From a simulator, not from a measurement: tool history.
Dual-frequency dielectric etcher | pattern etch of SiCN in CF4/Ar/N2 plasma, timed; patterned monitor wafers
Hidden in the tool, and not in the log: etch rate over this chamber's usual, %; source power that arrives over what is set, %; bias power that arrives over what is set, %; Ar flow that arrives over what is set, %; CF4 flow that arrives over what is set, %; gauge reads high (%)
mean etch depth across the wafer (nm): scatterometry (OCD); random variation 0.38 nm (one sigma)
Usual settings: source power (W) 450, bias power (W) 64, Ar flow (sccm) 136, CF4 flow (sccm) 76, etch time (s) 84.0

run,hour,source power (W),bias power (W),Ar flow (sccm),CF4 flow (sccm),etch time (s),wafers since the last listed run,hours since the last wet clean,hours since the last source power generator calibration,hours since the last bias power generator calibration,hours since the last Ar flow controller change,hours since the last CF4 flow controller change,hours since the last upper electrode change,hours since the gauge calibration,"read-back reference wafer on the same gauge, depth_nm",mean etch depth across the wafer (nm)
1,0.0,380,64,136,67,84.0,0,13.9,3588.6,1967.6,3212.6,3472.0,146.1,187.1,68.5,58.9
# hour 11.3: bias power generator calibrated
2,16.1,520,64,136,81,98.5,142,30.0,3604.7,4.8,3228.7,3488.1,162.2,203.2,68.5,101.5
# hour 23.2: CF4 flow controller replaced
# hour 30.6: Ar flow controller replaced
3,31.1,450,71,136,57,84.0,35,45.0,3619.7,19.8,0.5,7.9,177.2,218.2,68.5,71.4
4,42.7,450,64,136,76,84.0,136,56.6,3631.3,31.4,12.1,19.5,188.8,229.8,68.5,73.3
5,58.2,450,64,136,76,84.0,182,72.1,3646.8,46.9,27.6,35.0,204.3,245.3,68.6,74.1
6,73.3,450,51,124,76,84.0,177,87.2,3661.9,62.0,42.7,50.1,219.4,260.4,68.5,66.1
7,80.7,530,64,121,92,84.0,86,94.6,3669.3,69.4,50.1,57.5,226.8,267.8,68.5,94.0
8,89.3,450,55,157,83,101.5,101,103.2,3677.9,78.0,58.7,66.1,235.4,276.4,68.5,80.3
# hour 98.1: source power generator calibrated
9,99.3,540,64,136,59,84.0,70,113.2,1.2,88.0,68.7,76.1,245.4,286.4,68.5,82.4
10,113.0,450,64,136,76,84.0,161,126.9,14.9,101.7,82.4,89.8,259.1,300.1,68.4,73.4
11,126.7,450,64,136,76,84.0,161,140.6,28.6,115.4,96.1,103.5,272.8,313.8,68.5,72.8
# hour 138.3: gauge calibrated
12,139.3,450,64,136,76,84.0,148,153.2,41.2,128.0,108.7,116.1,285.4,1.0,68.5,73.4
13,146.5,450,64,147,84,84.0,84,160.4,48.4,135.2,115.9,123.3,292.6,8.2,68.5,74.1
14,168.5,450,59,102,76,84.0,258,182.4,70.4,157.2,137.9,145.3,314.6,30.2,68.6,75.9
15,197.0,540,64,136,76,64.0,334,210.9,98.9,185.7,166.4,173.8,343.1,58.7,68.4,67.7
16,210.7,450,64,169,76,106.5,161,224.6,112.6,199.4,180.1,187.5,356.8,72.4,68.5,88.4
17,222.8,450,64,136,76,92.0,142,236.7,124.7,211.5,192.2,199.6,368.9,84.5,68.6,81.0
18,232.8,450,64,136,76,70.0,117,246.7,134.7,221.5,202.2,209.6,378.9,94.5,68.5,61.4
19,250.8,390,52,136,86,84.0,211,264.7,152.7,239.5,220.2,227.6,396.9,112.5,68.6,57.9
20,261.0,450,64,136,76,84.0,119,274.9,162.9,249.7,230.4,237.8,407.1,122.7,68.4,73.2
21,267.4,450,64,136,76,84.0,75,281.3,169.3,256.1,236.8,244.2,413.5,129.1,68.5,73.6

What the log doesn't show, run by run:
etch rate over this chamber's usual, %: 0 in every run
source power that arrives over what is set, %: 0 in every run
bias power that arrives over what is set, %: 0 in every run
Ar flow that arrives over what is set, %: 0 in every run
CF4 flow that arrives over what is set, %: 0 in every run
gauge reads high (%): 0 in every run
